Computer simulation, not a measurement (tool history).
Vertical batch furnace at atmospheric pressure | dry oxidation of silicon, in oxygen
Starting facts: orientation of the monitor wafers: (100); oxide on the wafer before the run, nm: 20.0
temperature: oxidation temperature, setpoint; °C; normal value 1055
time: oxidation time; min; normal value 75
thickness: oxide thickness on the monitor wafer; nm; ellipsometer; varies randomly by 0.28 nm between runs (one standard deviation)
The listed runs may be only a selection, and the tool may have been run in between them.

| run | day | temperature | time | wafers since the last listed run | hours since the last temperature calibration | hours since the boat lift was adjusted | hours since the gauge calibration | read-back reference wafer on the same gauge, thickness | thickness |
|---|---|---|---|---|---|---|---|---|---|
| 1 | 0 | 1055 | 101 | 0 | 3805.4 | 730.6 | 1399.9 | 90.53 | 132.36 |
| 2 | 1.217 | 1055 | 101 | 346 | 3834.6 | 759.8 | 1429.1 | 90.46 | 132.36 |
| 3 | 2.367 | 1055 | 101 | 327 | 3862.2 | 787.4 | 1456.7 | 90.5 | 132.64 |
| 4 | 4.017 | 1055 | 75 | 470 | 3901.8 | 827 | 1496.3 | 90.51 | 110.48 |
| 5 | 6.417 | 1055 | 75 | 684 | 3959.4 | 884.6 | 1553.9 | 90.46 | 110.49 |
| 6 | 11.658 | 1055 | 75 | 1493 | 4085.2 | 1010.4 | 1679.7 | 90.46 | 110.01 |
| 7 | 13.175 | 1055 | 75 | 432 | 4121.6 | 1046.8 | 1716.1 | 90.54 | 110.29 |
| 8 | 14.942 | 1055 | 75 | 503 | 4164 | 1089.2 | 1758.5 | 90.46 | 110.32 |
|  | 15.979 | gauge calibrated |
| 9 | 16.033 | 1055 | 75 | 311 | 4190.2 | 1115.4 | 1.3 | 88.97 | 108.46 |
| 10 | 17.712 | 1055 | 75 | 478 | 4230.5 | 1155.7 | 41.6 | 89.04 | 108.83 |
| 11 | 19.542 | 1055 | 75 | 521 | 4274.4 | 1199.6 | 85.5 | 89.12 | 108.61 |
| 12 | 21.475 | 1055 | 75 | 551 | 4320.8 | 1246 | 131.9 | 89.22 | 109.19 |
| 13 | 24.138 | 1055 | 75 | 758 | 4384.7 | 1309.9 | 195.8 | 89.33 | 108.67 |
| 14 | 26.179 | 1055 | 75 | 581 | 4433.7 | 1358.9 | 244.8 | 89.53 | 109.01 |
| 15 | 27.683 | 1055 | 75 | 428 | 4469.8 | 1395 | 280.9 | 89.55 | 109.75 |
| 16 | 30.312 | 1055 | 75 | 749 | 4532.9 | 1458.1 | 344 | 89.53 | 109.64 |
|  | 36.617 | boat lift adjusted |
| 17 | 38.55 | 1065 | 43.5 | 2062 | 4730.6 | 46.4 | 541.7 | 89.79 | 85.37 |
|  | 40.367 | thermocouples replaced and temperature profile calibrated |
| 18 | 40.388 | 1036 | 38.5 | 238 | 0.5 | 90.5 | 585.8 | 89.78 | 65.13 |
| 19 | 42.021 | 1055 | 75 | 465 | 39.7 | 129.7 | 625 | 89.87 | 109.28 |
| 20 | 44.312 | 1038 | 97 | 653 | 94.7 | 184.7 | 680 | 89.86 | 112.2 |
| 21 | 46.908 | 1055 | 75 | 739 | 157 | 247 | 742.3 | 89.94 | 109.65 |
| 22 | 48.425 | 1055 | 39.5 | 432 | 193.4 | 283.4 | 778.7 | 89.87 | 75.35 |
| 23 | 49.442 | 1055 | 75 | 289 | 217.8 | 307.8 | 803.1 | 89.95 | 109.38 |
| 24 | 51.133 | 1071 | 84.5 | 482 | 258.4 | 348.4 | 843.7 | 90.01 | 132.59 |
| 25 | 53.7 | 1078 | 75 | 731 | 320 | 410 | 905.3 | 89.98 | 129.25 |
| 26 | 55.342 | 1055 | 75 | 467 | 359.4 | 449.4 | 944.7 | 89.97 | 109.95 |
| 27 | 57.188 | 1066 | 108.5 | 526 | 403.7 | 493.7 | 989 | 90.03 | 149.47 |
| 28 | 59.046 | 1055 | 75 | 529 | 448.3 | 538.3 | 1033.6 | 90.02 | 109.67 |
| 29 | 60.788 | 1080 | 55 | 496 | 490.1 | 580.1 | 1075.4 | 89.98 | 109.64 |
| 30 | 63.296 | 1055 | 75 | 714 | 550.3 | 640.3 | 1135.6 | 90.21 | 110.21 |
| 31 | 65.033 | 1034 | 51 | 495 | 592 | 682 | 1177.3 | 90.14 | 74.87 |
| 32 | 67.367 | 1031 | 99 | 665 | 648 | 738 | 1233.3 | 90.12 | 108.14 |
| 33 | 68.558 | 1067 | 56.5 | 339 | 676.6 | 766.6 | 1261.9 | 90.05 | 101.93 |
| 34 | 69.579 | 1044 | 96 | 290 | 701.1 | 791.1 | 1286.4 | 90.11 | 117.36 |
| 35 | 71.35 | 1062 | 75 | 504 | 743.6 | 833.6 | 1328.9 | 90.08 | 115.68 |
| 36 | 73.879 | 1067 | 88 | 720 | 804.3 | 894.3 | 1389.6 | 90.18 | 132.22 |
| 37 | 74.967 | 1066 | 108.5 | 309 | 830.4 | 920.4 | 1415.7 | 90.13 | 149.42 |
| 38 | 76.304 | 1067 | 88 | 381 | 862.5 | 952.5 | 1447.8 | 90.2 | 132.82 |
| 39 | 79.267 | 1069 | 56 | 844 | 933.6 | 1023.6 | 1518.9 | 90.16 | 102.6 |
| 40 | 81.962 | 1055 | 75 | 768 | 998.3 | 1088.3 | 1583.6 | 90.31 | 109.89 |

List, for all runs, the conditions of the tool that the log does not record:
true tube temperature minus thermocouple reading, K: 0 on each run
monitor wafer colder than the profiled boat position, K: 0 on each run
H1: gauge reads high (%)
| run | H1 |
|---|---|
| 1 | 1.67 |
| 2 | 1.68 |
| 3 | 1.68 |
| 4 | 1.69 |
| 5 | 1.7 |
| 6 | 1.71 |
| 7 | 1.72 |
| 8 | 1.72 |
| 9 | -0.0333 |
| 10 | 0.0697 |
| 11 | 0.174 |
| 12 | 0.275 |
| 13 | 0.4 |
| 14 | 0.487 |
| 15 | 0.546 |
| 16 | 0.641 |
| 17 | 0.875 |
| 18 | 0.917 |
| 19 | 0.951 |
| 20 | 0.995 |
| 21 | 1.04 |
| 22 | 1.06 |
| 23 | 1.08 |
| 24 | 1.1 |
| 25 | 1.14 |
| 26 | 1.15 |
| 27 | 1.17 |
| 28 | 1.19 |
| 29 | 1.21 |
| 30 | 1.23 |
| 31 | 1.24 |
| 32 | 1.26 |
| 33 | 1.27 |
| 34 | 1.27 |
| 35 | 1.28 |
| 36 | 1.3 |
| 37 | 1.3 |
| 38 | 1.31 |
| 39 | 1.32 |
| 40 | 1.33 |

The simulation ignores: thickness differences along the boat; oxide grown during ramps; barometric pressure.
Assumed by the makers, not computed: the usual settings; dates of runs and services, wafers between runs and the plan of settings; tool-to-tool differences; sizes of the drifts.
